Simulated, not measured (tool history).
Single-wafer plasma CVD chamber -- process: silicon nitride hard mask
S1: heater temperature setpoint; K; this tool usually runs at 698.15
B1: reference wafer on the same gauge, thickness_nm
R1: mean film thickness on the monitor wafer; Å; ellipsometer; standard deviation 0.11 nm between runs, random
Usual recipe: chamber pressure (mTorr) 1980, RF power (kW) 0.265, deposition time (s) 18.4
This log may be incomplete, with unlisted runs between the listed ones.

run 1 day=0.000 | S1=698.15 chamber_pressure_(mTorr)=1980 RF_power_(kW)=0.265 deposition_time_(s)=20.2 | B1=22.095 | R1=228.40
run 2 day=3.529 | S1=698.15 chamber_pressure_(mTorr)=1980 RF_power_(kW)=0.265 deposition_time_(s)=20.2 | B1=22.099 | R1=227.18
run 3 day=6.283 | S1=698.15 chamber_pressure_(mTorr)=1980 RF_power_(kW)=0.265 deposition_time_(s)=20.2 | B1=22.096 | R1=229.86
run 4 day=8.538 | S1=703.15 chamber_pressure_(mTorr)=1980 RF_power_(kW)=0.265 deposition_time_(s)=18.4 | B1=22.084 | R1=206.97
run 5 day=11.696 | S1=703.15 chamber_pressure_(mTorr)=1980 RF_power_(kW)=0.265 deposition_time_(s)=18.4 | B1=22.134 | R1=207.63
run 6 day=15.096 | S1=703.15 chamber_pressure_(mTorr)=1980 RF_power_(kW)=0.265 deposition_time_(s)=18.4 | B1=22.064 | R1=205.66
run 7 day=16.867 | S1=698.15 chamber_pressure_(mTorr)=1980 RF_power_(kW)=0.265 deposition_time_(s)=18.4 | B1=22.068 | R1=207.57
run 8 day=19.121 | S1=698.15 chamber_pressure_(mTorr)=1980 RF_power_(kW)=0.265 deposition_time_(s)=18.4 | B1=22.059 | R1=207.15
run 9 day=21.767 | S1=698.15 chamber_pressure_(mTorr)=1690 RF_power_(kW)=0.265 deposition_time_(s)=16.4 | B1=22.089 | R1=174.63
run 10 day=26.238 | S1=698.15 chamber_pressure_(mTorr)=2200 RF_power_(kW)=0.265 deposition_time_(s)=17.5 | B1=22.099 | R1=203.45
run 11 day=27.904 | S1=698.15 chamber_pressure_(mTorr)=2200 RF_power_(kW)=0.265 deposition_time_(s)=17.5 | B1=22.131 | R1=201.46
run 12 day=30.504 | S1=707.15 chamber_pressure_(mTorr)=1980 RF_power_(kW)=0.265 deposition_time_(s)=18.4 | B1=22.039 | R1=205.61
run 13 day=33.333 | S1=687.15 chamber_pressure_(mTorr)=1980 RF_power_(kW)=0.215 deposition_time_(s)=18.4 | B1=22.085 | R1=180.80
run 14 day=35.462 | S1=698.15 chamber_pressure_(mTorr)=1980 RF_power_(kW)=0.265 deposition_time_(s)=18.4 | B1=22.108 | R1=207.05
run 15 day=37.029 | S1=698.15 chamber_pressure_(mTorr)=1570 RF_power_(kW)=0.265 deposition_time_(s)=18.4 | B1=22.065 | R1=188.89
-- day=37.938 thermocouple changed; heater temperature recalibrated
-- day=38.721 showerhead replaced
run 16 day=39.242 | S1=709.15 chamber_pressure_(mTorr)=1830 RF_power_(kW)=0.265 deposition_time_(s)=16.3 | B1=22.141 | R1=175.07
-- day=39.683 gauge calibrated
run 17 day=43.475 | S1=698.15 chamber_pressure_(mTorr)=1980 RF_power_(kW)=0.265 deposition_time_(s)=20.2 | B1=22.140 | R1=227.08
run 18 day=47.192 | S1=694.15 chamber_pressure_(mTorr)=1980 RF_power_(kW)=0.295 deposition_time_(s)=18.4 | B1=22.081 | R1=222.36
-- day=49.108 capacitance manometer re-zeroed and calibrated
-- day=49.471 RF generator calibrated
run 19 day=50.612 | S1=698.15 chamber_pressure_(mTorr)=1980 RF_power_(kW)=0.220 deposition_time_(s)=21.1 | B1=22.147 | R1=206.78
run 20 day=53.742 | S1=698.15 chamber_pressure_(mTorr)=1490 RF_power_(kW)=0.265 deposition_time_(s)=18.4 | B1=22.065 | R1=184.38
run 21 day=57.704 | S1=689.15 chamber_pressure_(mTorr)=1980 RF_power_(kW)=0.265 deposition_time_(s)=15.4 | B1=22.107 | R1=172.96
run 22 day=62.062 | S1=698.15 chamber_pressure_(mTorr)=1980 RF_power_(kW)=0.305 deposition_time_(s)=18.4 | B1=22.078 | R1=225.88

Predict each of these 5 candidate next runs independently; none follows another, all start after run 22:
run A day=62.079 | S1=698.15 chamber_pressure_(mTorr)=1980 RF_power_(kW)=0.265 deposition_time_(s)=17.5 | B1=? | R1=?
run B day=62.079 | S1=686.15 chamber_pressure_(mTorr)=1980 RF_power_(kW)=0.285 deposition_time_(s)=19.8 | B1=? | R1=?
run C day=62.079 | S1=698.15 chamber_pressure_(mTorr)=1980 RF_power_(kW)=0.265 deposition_time_(s)=21.4 | B1=? | R1=?
run D day=62.079 | S1=698.15 chamber_pressure_(mTorr)=1670 RF_power_(kW)=0.235 deposition_time_(s)=18.4 | B1=? | R1=?
run E day=62.079 | S1=698.15 chamber_pressure_(mTorr)=1980 RF_power_(kW)=0.220 deposition_time_(s)=18.4 | B1=? | R1=?

run=A B1=22.113 R1=196.13
run=B B1=22.113 R1=234.31
run=C B1=22.113 R1=239.73
run=D B1=22.113 R1=177.71
run=E B1=22.113 R1=180.59
Had the tool no hidden state, the same runs would have come out as:
run=A R1=196.13
run=B R1=234.31
run=C R1=239.73
run=D R1=177.71
run=E R1=180.59
